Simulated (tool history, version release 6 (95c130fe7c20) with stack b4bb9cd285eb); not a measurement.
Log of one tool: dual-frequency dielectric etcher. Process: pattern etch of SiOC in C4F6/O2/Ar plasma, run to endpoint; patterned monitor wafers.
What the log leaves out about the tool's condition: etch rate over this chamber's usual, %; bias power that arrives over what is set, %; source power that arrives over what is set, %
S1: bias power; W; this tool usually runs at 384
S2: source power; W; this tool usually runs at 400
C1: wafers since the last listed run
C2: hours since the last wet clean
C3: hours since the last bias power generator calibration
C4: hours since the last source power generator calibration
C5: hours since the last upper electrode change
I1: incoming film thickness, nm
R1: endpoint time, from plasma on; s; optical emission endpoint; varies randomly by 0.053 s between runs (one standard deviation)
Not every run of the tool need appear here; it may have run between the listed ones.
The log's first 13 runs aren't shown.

{"run": 14, "hour": 550.9, "S1": 384, "S2": 400, "C1": 468, "C2": 370.0, "C3": 2794.6, "C4": 169.2, "C5": 508.6, "I1": 32.05, "R1": 10.7}
{"run": 15, "hour": 583.9, "S1": 461, "S2": 400, "C1": 580, "C2": 403.0, "C3": 2827.6, "C4": 202.2, "C5": 541.6, "I1": 31.96, "R1": 9.6}
{"hour": 626.5, "done": "bias power generator calibrated"}
{"run": 16, "hour": 627.0, "S1": 451, "S2": 490, "C1": 688, "C2": 446.1, "C3": 0.5, "C4": 245.3, "C5": 584.7, "I1": 31.38, "R1": 9.0}
{"run": 17, "hour": 693.9, "S1": 384, "S2": 400, "C1": 1177, "C2": 513.0, "C3": 67.4, "C4": 312.2, "C5": 651.6, "I1": 31.78, "R1": 10.5}
{"run": 18, "hour": 723.9, "S1": 289, "S2": 430, "C1": 527, "C2": 543.0, "C3": 97.4, "C4": 342.2, "C5": 681.6, "I1": 31.63, "R1": 12.1}
{"run": 19, "hour": 769.1, "S1": 467, "S2": 450, "C1": 795, "C2": 588.2, "C3": 142.6, "C4": 387.4, "C5": 726.8, "I1": 31.99, "R1": 9.2}
{"run": 20, "hour": 804.2, "S1": 415, "S2": 400, "C1": 617, "C2": 623.3, "C3": 177.7, "C4": 422.5, "C5": 761.9, "I1": 31.63, "R1": 9.9}
{"hour": 864.2, "done": "wet clean of the chamber"}
{"run": 21, "hour": 864.7, "S1": 358, "S2": 370, "C1": 642, "C2": 0.5, "C3": 238.2, "C4": 483.0, "C5": 822.4, "I1": 31.86, "R1": 11.5}
{"run": 22, "hour": 1072.5, "S1": 384, "S2": 400, "C1": 3657, "C2": 208.3, "C3": 446.0, "C4": 690.8, "C5": 1030.2, "I1": 31.71, "R1": 10.6}
{"run": 23, "hour": 1121.9, "S1": 384, "S2": 400, "C1": 869, "C2": 257.7, "C3": 495.4, "C4": 740.2, "C5": 1079.6, "I1": 31.73, "R1": 10.6}
{"run": 24, "hour": 1154.5, "S1": 352, "S2": 360, "C1": 573, "C2": 290.3, "C3": 528.0, "C4": 772.8, "C5": 1112.2, "I1": 31.65, "R1": 11.5}
{"run": 25, "hour": 1200.5, "S1": 384, "S2": 400, "C1": 809, "C2": 336.3, "C3": 574.0, "C4": 818.8, "C5": 1158.2, "I1": 31.52, "R1": 10.5}
{"run": 26, "hour": 1250.1, "S1": 328, "S2": 310, "C1": 872, "C2": 385.9, "C3": 623.6, "C4": 868.4, "C5": 1207.8, "I1": 31.59, "R1": 12.4}
{"run": 27, "hour": 1288.0, "S1": 443, "S2": 310, "C1": 667, "C2": 423.8, "C3": 661.5, "C4": 906.3, "C5": 1245.7, "I1": 31.64, "R1": 10.4}
{"run": 28, "hour": 1356.7, "S1": 289, "S2": 470, "C1": 1209, "C2": 492.5, "C3": 730.2, "C4": 975.0, "C5": 1314.4, "I1": 31.25, "R1": 11.6}
{"run": 29, "hour": 1416.4, "S1": 384, "S2": 400, "C1": 1050, "C2": 552.2, "C3": 789.9, "C4": 1034.7, "C5": 1374.1, "I1": 31.88, "R1": 10.4}
{"run": 30, "hour": 1468.8, "S1": 479, "S2": 460, "C1": 922, "C2": 604.6, "C3": 842.3, "C4": 1087.1, "C5": 1426.5, "I1": 31.86, "R1": 8.8}
{"hour": 1534.8, "done": "wet clean of the chamber"}
{"run": 31, "hour": 1535.3, "S1": 465, "S2": 320, "C1": 747, "C2": 0.5, "C3": 908.8, "C4": 1153.6, "C5": 1493.0, "I1": 31.47, "R1": 10.2}
{"run": 32, "hour": 1553.2, "S1": 440, "S2": 370, "C1": 315, "C2": 18.4, "C3": 926.7, "C4": 1171.5, "C5": 1510.9, "I1": 31.66, "R1": 10.1}
{"run": 33, "hour": 1610.9, "S1": 322, "S2": 340, "C1": 1015, "C2": 76.1, "C3": 984.4, "C4": 1229.2, "C5": 1568.6, "I1": 31.7, "R1": 12.5}
{"run": 34, "hour": 1674.8, "S1": 384, "S2": 400, "C1": 1124, "C2": 140.0, "C3": 1048.3, "C4": 1293.1, "C5": 1632.5, "I1": 31.69, "R1": 10.7}

5 options for the next run, each taken on its own from the tool as it stands now. Forecast them:
{"run": "A", "hour": 1675.2, "S1": 384, "S2": 430, "C1": 7, "C2": 140.4, "C3": 1048.7, "C4": 1293.5, "C5": 1632.9, "I1": 31.96, "R1": "?"}
{"run": "B", "hour": 1675.2, "S1": 459, "S2": 490, "C1": 7, "C2": 140.4, "C3": 1048.7, "C4": 1293.5, "C5": 1632.9, "I1": 31.96, "R1": "?"}
{"run": "C", "hour": 1675.2, "S1": 312, "S2": 310, "C1": 7, "C2": 140.4, "C3": 1048.7, "C4": 1293.5, "C5": 1632.9, "I1": 31.96, "R1": "?"}
{"run": "D", "hour": 1675.2, "S1": 296, "S2": 400, "C1": 7, "C2": 140.4, "C3": 1048.7, "C4": 1293.5, "C5": 1632.9, "I1": 31.96, "R1": "?"}
{"run": "E", "hour": 1675.2, "S1": 330, "S2": 400, "C1": 7, "C2": 140.4, "C3": 1048.7, "C4": 1293.5, "C5": 1632.9, "I1": 31.96, "R1": "?"}

run=A R1=10.5
run=B R1=9.1
run=C R1=13.0
run=D R1=12.5
run=E R1=11.7
Without the tool's unlogged condition, the same runs would have read:
run=A R1=10.5
run=B R1=9.2
run=C R1=13.1
run=D R1=12.6
run=E R1=11.8
